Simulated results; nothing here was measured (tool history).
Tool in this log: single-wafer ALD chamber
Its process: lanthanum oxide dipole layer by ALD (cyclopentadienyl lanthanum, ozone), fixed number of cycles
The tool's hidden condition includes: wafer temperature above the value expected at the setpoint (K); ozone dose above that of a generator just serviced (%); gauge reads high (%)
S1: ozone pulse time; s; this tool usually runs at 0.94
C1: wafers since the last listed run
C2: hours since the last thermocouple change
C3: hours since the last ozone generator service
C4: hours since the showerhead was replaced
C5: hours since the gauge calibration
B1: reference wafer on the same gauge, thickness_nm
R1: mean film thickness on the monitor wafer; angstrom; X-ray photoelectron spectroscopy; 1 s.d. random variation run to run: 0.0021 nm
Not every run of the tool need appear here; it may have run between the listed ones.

run	hour	S1	C1	C2	C3	C4	C5	B1	R1
1	0	0.94	0	887.8	462	4051	833.7	0.518	4.91
2	103.5	0.94	1829	991.3	565.5	4154.5	937.2	0.517	4.9
3	188.8	0.94	1508	1076.6	650.8	4239.8	1022.5	0.517	4.88
4	288.2	0.94	1757	1176	750.2	4339.2	1121.9	0.518	4.86
5	369	0.94	1428	1256.8	831	4420	1202.7	0.518	4.84
6	450.6	0.77	1442	1338.4	912.6	4501.6	1284.3	0.518	4.51
# hour 465: ozone generator serviced
7	558	0.77	1757	1445.8	93	4609	1391.7	0.518	4.66
8	701.1	0.94	2530	1588.9	236.1	4752.1	1534.8	0.518	4.84
# hour 719.5: thermocouple changed; heater temperature recalibrated
9	765.6	0.94	998	46.1	300.6	4816.6	1599.3	0.517	4.91
10	873	1.25	1898	153.5	408	4924	1706.7	0.518	5.2
# hour 884.1: showerhead replaced, of another model than before
11	949.1	0.81	1204	229.6	484.1	65	1782.8	0.518	4.71
# hour 974.1: gauge calibrated
12	1035.8	1.13	1532	316.3	570.8	151.7	61.7	0.518	5.05
13	1085.9	0.77	885	366.4	620.9	201.8	111.8	0.518	4.68
14	1142.2	0.94	995	422.7	677.2	258.1	168.1	0.518	4.89
15	1212.6	0.94	1244	493.1	747.6	328.5	238.5	0.518	4.9
16	1309.9	1.28	1720	590.4	844.9	425.8	335.8	0.518	5.15
# hour 1356.4: ozone generator serviced
17	1356.9	1.04	689	637.4	0.5	472.8	382.8	0.518	5.01
18	1462.9	0.69	1874	743.4	106.5	578.8	488.8	0.518	4.64
19	1545.9	0.67	1467	826.4	189.5	661.8	571.8	0.518	4.61

Branching from run 19: 5 alternative next runs. What would each branch give?
A	1546.3	1.15	7	826.8	189.9	662.2	572.2	?	?
B	1546.3	1.29	7	826.8	189.9	662.2	572.2	?	?
C	1546.3	1.06	7	826.8	189.9	662.2	572.2	?	?
D	1546.3	0.66	7	826.8	189.9	662.2	572.2	?	?
E	1546.3	0.59	7	826.8	189.9	662.2	572.2	?	?

run	B1	R1
A	0.518	5.09
B	0.518	5.19
C	0.518	5.02
D	0.518	4.59
E	0.518	4.49
The same runs, with their run-to-run variation unchanged, on a tool lacking any hidden condition would have given:
run	R1
A	5.11
B	5.21
C	5.03
D	4.61
E	4.51

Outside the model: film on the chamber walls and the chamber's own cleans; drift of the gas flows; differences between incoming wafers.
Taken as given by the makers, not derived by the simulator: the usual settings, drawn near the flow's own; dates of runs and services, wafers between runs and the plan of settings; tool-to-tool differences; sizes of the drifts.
